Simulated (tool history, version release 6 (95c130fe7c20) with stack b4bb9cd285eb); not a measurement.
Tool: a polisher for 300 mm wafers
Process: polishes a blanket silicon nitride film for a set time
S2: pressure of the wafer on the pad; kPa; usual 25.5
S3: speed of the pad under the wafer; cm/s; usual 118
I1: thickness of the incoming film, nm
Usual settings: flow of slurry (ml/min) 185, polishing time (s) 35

{"run": 1, "hour": 0.0, "flow of slurry (ml/min)": 185, "S2": 25.5, "S3": 140, "polishing time (s)": 35, "I1": 876.4, "film removed (angstrom)": 752}
{"run": 2, "hour": 68.5, "flow of slurry (ml/min)": 185, "S2": 25.5, "S3": 140, "polishing time (s)": 35, "I1": 875.9, "film removed (angstrom)": 750}
{"run": 3, "hour": 129.7, "flow of slurry (ml/min)": 185, "S2": 25.5, "S3": 118, "polishing time (s)": 35, "I1": 875.3, "film removed (angstrom)": 637}
{"run": 4, "hour": 166.8, "flow of slurry (ml/min)": 185, "S2": 25.5, "S3": 118, "polishing time (s)": 35, "I1": 865.5, "film removed (angstrom)": 639}
{"hour": 191.6, "done": "worn pad replaced by a new one"}
{"run": 5, "hour": 194.6, "flow of slurry (ml/min)": 185, "S2": 25.5, "S3": 118, "polishing time (s)": 35, "I1": 872.2, "film removed (angstrom)": 632}
{"run": 6, "hour": 221.2, "flow of slurry (ml/min)": 185, "S2": 25.5, "S3": 118, "polishing time (s)": 35, "I1": 889.1, "film removed (angstrom)": 633}
{"run": 7, "hour": 265.5, "flow of slurry (ml/min)": 185, "S2": 25.5, "S3": 118, "polishing time (s)": 35, "I1": 857.8, "film removed (angstrom)": 635}
{"run": 8, "hour": 307.4, "flow of slurry (ml/min)": 185, "S2": 25.5, "S3": 118, "polishing time (s)": 35, "I1": 874, "film removed (angstrom)": 615}
{"hour": 328.4, "done": "head pressure recalibrated"}
{"hour": 335.3, "done": "slurry nozzle cleaned"}
{"run": 9, "hour": 366.9, "flow of slurry (ml/min)": 185, "S2": 25.5, "S3": 118, "polishing time (s)": 35, "I1": 876.6, "film removed (angstrom)": 662}
{"hour": 415.6, "done": "worn pad replaced by a new one"}
{"run": 10, "hour": 452.1, "flow of slurry (ml/min)": 185, "S2": 25.5, "S3": 118, "polishing time (s)": 35, "I1": 854.6, "film removed (angstrom)": 664}
{"run": 11, "hour": 567.5, "flow of slurry (ml/min)": 165, "S2": 25.5, "S3": 118, "polishing time (s)": 28, "I1": 884.9, "film removed (angstrom)": 521}
{"hour": 608.9, "done": "worn pad replaced by a new one"}
{"run": 12, "hour": 622.8, "flow of slurry (ml/min)": 135, "S2": 25.5, "S3": 118, "polishing time (s)": 40, "I1": 866, "film removed (angstrom)": 721}
{"run": 13, "hour": 694.5, "flow of slurry (ml/min)": 185, "S2": 25.5, "S3": 106, "polishing time (s)": 35, "I1": 872.4, "film removed (angstrom)": 602}
{"run": 14, "hour": 745.4, "flow of slurry (ml/min)": 185, "S2": 25.5, "S3": 118, "polishing time (s)": 35, "I1": 882.3, "film removed (angstrom)": 636}
{"run": 15, "hour": 798.9, "flow of slurry (ml/min)": 185, "S2": 25.5, "S3": 94, "polishing time (s)": 35, "I1": 865.9, "film removed (angstrom)": 548}
{"hour": 828.6, "done": "head pressure recalibrated"}
{"hour": 845.2, "done": "worn pad replaced by a new one"}
{"run": 16, "hour": 870.7, "flow of slurry (ml/min)": 230, "S2": 30.3, "S3": 96, "polishing time (s)": 44, "I1": 871.1, "film removed (angstrom)": 835}
{"run": 17, "hour": 930.3, "flow of slurry (ml/min)": 185, "S2": 25.5, "S3": 118, "polishing time (s)": 35, "I1": 876.5, "film removed (angstrom)": 626}
{"run": 18, "hour": 959.5, "flow of slurry (ml/min)": 130, "S2": 34.5, "S3": 136, "polishing time (s)": 44, "I1": 876.5, "film removed (angstrom)": 1132}
{"run": 19, "hour": 1021.8, "flow of slurry (ml/min)": 185, "S2": 20, "S3": 152, "polishing time (s)": 46, "I1": 882.8, "film removed (angstrom)": 787}
{"run": 20, "hour": 1056.0, "flow of slurry (ml/min)": 185, "S2": 25.5, "S3": 118, "polishing time (s)": 35, "I1": 861.7, "film removed (angstrom)": 638}
{"hour": 1073.5, "done": "worn pad replaced by a new one"}
{"run": 21, "hour": 1082.1, "flow of slurry (ml/min)": 185, "S2": 25.5, "S3": 140, "polishing time (s)": 35, "I1": 875.8, "film removed (angstrom)": 713}

4 ways to go on from here, each from the tool as it stands after run 21. What would each give?
{"run": "A", "hour": 1082.5, "flow of slurry (ml/min)": 185, "S2": 25.5, "S3": 118, "polishing time (s)": 44, "I1": 883.9, "film removed (angstrom)": "?"}
{"run": "B", "hour": 1082.5, "flow of slurry (ml/min)": 230, "S2": 25.5, "S3": 118, "polishing time (s)": 35, "I1": 883.9, "film removed (angstrom)": "?"}
{"run": "C", "hour": 1082.5, "flow of slurry (ml/min)": 185, "S2": 33.1, "S3": 118, "polishing time (s)": 45, "I1": 883.9, "film removed (angstrom)": "?"}
{"run": "D", "hour": 1082.5, "flow of slurry (ml/min)": 185, "S2": 17.9, "S3": 118, "polishing time (s)": 29, "I1": 883.9, "film removed (angstrom)": "?"}

run=A film_removed_(angstrom)=788
run=B film_removed_(angstrom)=649
run=C film_removed_(angstrom)=1045
run=D film_removed_(angstrom)=365
Without the tool's hidden state the same runs would have given:
run=A film_removed_(angstrom)=838
run=B film_removed_(angstrom)=684
run=C film_removed_(angstrom)=1112
run=D film_removed_(angstrom)=388

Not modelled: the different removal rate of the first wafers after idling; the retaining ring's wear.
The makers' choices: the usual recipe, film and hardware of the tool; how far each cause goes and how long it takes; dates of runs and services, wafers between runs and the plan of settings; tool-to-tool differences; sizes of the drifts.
